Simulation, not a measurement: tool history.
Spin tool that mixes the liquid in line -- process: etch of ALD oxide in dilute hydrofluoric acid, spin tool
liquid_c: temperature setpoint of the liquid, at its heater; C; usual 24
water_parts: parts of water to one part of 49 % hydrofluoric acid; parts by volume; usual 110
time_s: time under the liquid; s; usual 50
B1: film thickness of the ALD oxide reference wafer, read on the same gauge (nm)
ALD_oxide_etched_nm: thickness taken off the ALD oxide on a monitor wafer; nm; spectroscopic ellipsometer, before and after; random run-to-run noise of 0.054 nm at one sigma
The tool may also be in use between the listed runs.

run 1 hour=0 | liquid_c=24 water_parts=110 time_s=50 | B1=69.96 | ALD_oxide_etched_nm=12.14
-- hour=21.5 hydrofluoric acid flow meter replaced
run 2 hour=44.3 | liquid_c=24 water_parts=110 time_s=50 | B1=69.99 | ALD_oxide_etched_nm=12.63
run 3 hour=352.4 | liquid_c=24 water_parts=110 time_s=50 | B1=70 | ALD_oxide_etched_nm=12.53
run 4 hour=596.4 | liquid_c=26 water_parts=110 time_s=50 | B1=70.01 | ALD_oxide_etched_nm=13.61
run 5 hour=695.9 | liquid_c=26 water_parts=110 time_s=50 | B1=70 | ALD_oxide_etched_nm=13.53
run 6 hour=750.2 | liquid_c=26 water_parts=110 time_s=50 | B1=70.04 | ALD_oxide_etched_nm=13.43
run 7 hour=793.7 | liquid_c=25.5 water_parts=110 time_s=50 | B1=70.01 | ALD_oxide_etched_nm=13.23
run 8 hour=1049.4 | liquid_c=25.5 water_parts=110 time_s=50 | B1=69.99 | ALD_oxide_etched_nm=13.19
-- hour=1137.6 thermometer replaced
run 9 hour=1144.8 | liquid_c=24 water_parts=110 time_s=50 | B1=69.98 | ALD_oxide_etched_nm=12.52
-- hour=1204.2 gauge calibrated
run 10 hour=1376.1 | liquid_c=24 water_parts=110 time_s=50 | B1=70.04 | ALD_oxide_etched_nm=12.41
run 11 hour=1475.3 | liquid_c=24 water_parts=110 time_s=50 | B1=69.99 | ALD_oxide_etched_nm=12.4
run 12 hour=1554.3 | liquid_c=24 water_parts=110 time_s=30 | B1=70.01 | ALD_oxide_etched_nm=7.42
run 13 hour=1600.5 | liquid_c=24 water_parts=110 time_s=30 | B1=70.01 | ALD_oxide_etched_nm=7.43
run 14 hour=1704.1 | liquid_c=24 water_parts=110 time_s=50 | B1=70 | ALD_oxide_etched_nm=12.32
run 15 hour=1742.3 | liquid_c=24 water_parts=110 time_s=50 | B1=70 | ALD_oxide_etched_nm=12.33
run 16 hour=1798.2 | liquid_c=24 water_parts=110 time_s=50 | B1=70.01 | ALD_oxide_etched_nm=12.36
run 17 hour=1834.9 | liquid_c=24 water_parts=95 time_s=50 | B1=70.01 | ALD_oxide_etched_nm=14.52
run 18 hour=1907.6 | liquid_c=24 water_parts=110 time_s=30 | B1=69.97 | ALD_oxide_etched_nm=7.41
run 19 hour=2013.4 | liquid_c=28.5 water_parts=145 time_s=50 | B1=69.97 | ALD_oxide_etched_nm=10.6
run 20 hour=2086.1 | liquid_c=21.5 water_parts=80 time_s=60 | B1=70.02 | ALD_oxide_etched_nm=19.2
run 21 hour=2137.2 | liquid_c=24 water_parts=110 time_s=75 | B1=70.01 | ALD_oxide_etched_nm=18.56
run 22 hour=2187.4 | liquid_c=26.5 water_parts=110 time_s=80 | B1=70 | ALD_oxide_etched_nm=21.74
run 23 hour=2226.1 | liquid_c=24 water_parts=75 time_s=75 | B1=70 | ALD_oxide_etched_nm=28.26
-- hour=2228.8 hydrofluoric acid flow meter replaced
run 24 hour=2318.8 | liquid_c=29 water_parts=110 time_s=50 | B1=70.03 | ALD_oxide_etched_nm=15.13
run 25 hour=2362.4 | liquid_c=28 water_parts=155 time_s=50 | B1=69.95 | ALD_oxide_etched_nm=9.79
run 26 hour=2418.2 | liquid_c=25.5 water_parts=65 time_s=75 | B1=70.02 | ALD_oxide_etched_nm=35.86
run 27 hour=2465.3 | liquid_c=24 water_parts=110 time_s=50 | B1=69.97 | ALD_oxide_etched_nm=12.58
-- hour=2469.8 thermometer replaced
run 28 hour=2567.6 | liquid_c=25.5 water_parts=125 time_s=65 | B1=70.01 | ALD_oxide_etched_nm=14.89
run 29 hour=2636.6 | liquid_c=24 water_parts=110 time_s=50 | B1=69.98 | ALD_oxide_etched_nm=12.58
run 30 hour=2744.5 | liquid_c=24 water_parts=110 time_s=50 | B1=70.02 | ALD_oxide_etched_nm=12.45
run 31 hour=2838.2 | liquid_c=20.5 water_parts=65 time_s=75 | B1=70.01 | ALD_oxide_etched_nm=29.05
run 32 hour=2892.7 | liquid_c=20.5 water_parts=85 time_s=40 | B1=70 | ALD_oxide_etched_nm=11.59
run 33 hour=2975.5 | liquid_c=26 water_parts=85 time_s=50 | B1=70 | ALD_oxide_etched_nm=17.92
run 34 hour=3016.2 | liquid_c=20.5 water_parts=140 time_s=50 | B1=69.98 | ALD_oxide_etched_nm=8.27
run 35 hour=3071 | liquid_c=24 water_parts=110 time_s=50 | B1=69.98 | ALD_oxide_etched_nm=12.5

Branching from run 35: 3 alternative next runs. What would each branch give?
run A hour=3071.4 | liquid_c=24 water_parts=110 time_s=50 | B1=? | ALD_oxide_etched_nm=?
run B hour=3071.4 | liquid_c=28.5 water_parts=110 time_s=35 | B1=? | ALD_oxide_etched_nm=?
run C hour=3071.4 | liquid_c=26 water_parts=150 time_s=40 | B1=? | ALD_oxide_etched_nm=?

run=A B1=70.02 ALD_oxide_etched_nm=12.49
run=B B1=70.02 ALD_oxide_etched_nm=10.4
run=C B1=70.02 ALD_oxide_etched_nm=7.54
The same runs, with their run-to-run variation unchanged, on a tool lacking any hidden condition would have given:
run=A ALD_oxide_etched_nm=12.64
run=B ALD_oxide_etched_nm=10.52
run=C ALD_oxide_etched_nm=7.63

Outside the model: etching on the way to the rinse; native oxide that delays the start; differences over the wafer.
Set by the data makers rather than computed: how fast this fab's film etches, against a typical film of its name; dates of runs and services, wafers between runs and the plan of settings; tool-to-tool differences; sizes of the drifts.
